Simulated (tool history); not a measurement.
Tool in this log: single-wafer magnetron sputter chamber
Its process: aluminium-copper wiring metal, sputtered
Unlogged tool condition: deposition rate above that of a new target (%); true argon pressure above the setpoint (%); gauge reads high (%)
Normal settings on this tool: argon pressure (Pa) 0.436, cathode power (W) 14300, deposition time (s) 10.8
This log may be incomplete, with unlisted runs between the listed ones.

run     day  argon pressure (Pa)  cathode power (W)  deposition time (s)  wafers since the last listed run  wafers on the sputter target  hours since the last manometer calibration  hours since the magnet pack was replaced  hours since the gauge calibration  read-back reference wafer on the same gauge, thickness_nm  mean film thickness on the monitor wafer (Å)
  1       0                0.436              14300                 10.8                                 0                          2140                                      1278.6                                    3748.5                               58.6                                                    272.789                                       2765.12
  2   0.275                0.436              14300                 10.8                               243                          2384                                      1285.2                                    3755.1                               65.2                                                    272.936                                       2782.89
  3     0.9                0.436              14300                 10.8                               553                          2937                                      1300.2                                    3770.1                               80.2                                                    273.413                                       2772.77
  4   1.612                0.436              14300                 10.8                               630                          3568                                      1317.3                                    3787.2                               97.3                                                    273.234                                       2760.68
  5   2.096                0.436              14300                 10.8                               427                          3996                                      1328.9                                    3798.8                              108.9                                                    273.328                                       2743.45
  6    2.55                0.436              14300                 10.8                               402                          4398                                      1339.8                                    3809.7                              119.8                                                    272.957                                        2747.1
  7   3.096                0.436              14300                 10.8                               483                          4881                                      1352.9                                    3822.8                              132.9                                                    273.082                                       2759.56
  8   3.483                0.436              14300                 10.8                               343                          5224                                      1362.2                                    3832.1                              142.2                                                    273.024                                       2738.05
  9   4.167                0.436              14300                 10.8                               604                          5829                                      1378.6                                    3848.5                              158.6                                                     272.96                                        2751.1
 10   4.608                0.436              14300                 10.8                               390                          6220                                      1389.2                                    3859.1                              169.2                                                    273.287                                       2765.37
      5.008  -- sputter target and shields replaced
 11   5.054                0.366              12850                 10.8                                99                            40                                      1399.9                                    3869.8                              179.9                                                    272.758                                       2648.71
      5.271  -- gauge calibrated
 12   5.779                 0.48              11850                 12.3                               641                           682                                      1417.3                                    3887.2                               12.2                                                    272.607                                       2761.67
      6.542  -- magnet pack replaced
 13   6.562                0.494              17400                 10.8                               398                          1080                                      1436.1                                       0.5                                 31                                                    273.159                                       3147.92
      7.058  -- capacitance manometer re-zeroed and calibrated
 14   7.079                0.436              12100                 10.8                               162                          1243                                         0.5                                      12.9                               43.4                                                    272.743                                       2472.89
 15   7.617                0.515              14300                 10.8                               475                          1718                                        13.4                                      25.8                               56.3                                                    273.359                                       2709.15
 16   8.058                0.482              15500                  9.7                               390                          2109                                          24                                      36.4                               66.9                                                    273.154                                        2596.9
 17   8.633                0.274              14300                   10                               509                          2618                                        37.8                                      50.2                               80.7                                                    273.125                                       2658.39
 18   9.183                0.436              14300                 10.8                               486                          3105                                          51                                      63.4                               93.9                                                    273.034                                       2728.65
 19   9.717                0.555              14300                 12.2                               472                          3577                                        63.8                                      76.2                              106.7                                                    272.806                                       3006.27
 20   9.992                0.494              17400                 10.8                               243                          3821                                        70.4                                      82.8                              113.3                                                    273.117                                       3132.97
 21  10.638                0.436              17700                 11.6                               571                          4393                                        85.9                                      98.3                              128.8                                                    272.748                                       3458.18

4 options for the next run, each taken on its own from the tool as it stands now. Forecast them:
  A  10.654                0.436              14300                 10.8                                14                          4407                                        86.3                                      98.7                              129.2                                                          ?                                             ?
  B  10.654                0.523              14300                 11.4                                14                          4407                                        86.3                                      98.7                              129.2                                                          ?                                             ?
  C  10.654                0.599              16150                 12.7                                14                          4407                                        86.3                                      98.7                              129.2                                                          ?                                             ?
  D  10.654                0.436              14300                 10.1                                14                          4407                                        86.3                                      98.7                              129.2                                                          ?                                             ?

run  read-back reference wafer on the same gauge, thickness_nm  mean film thickness on the monitor wafer (Å)
  A                                                    272.513                                       2727.97
  B                                                    272.513                                       2808.38
  C                                                    272.513                                       3349.17
  D                                                    272.513                                       2551.16
Without the tool's unlogged condition, the same runs would have read:
run  mean film thickness on the monitor wafer (Å)
  A                                       2803.43
  B                                       2886.07
  C                                       3441.81
  D                                       2621.73
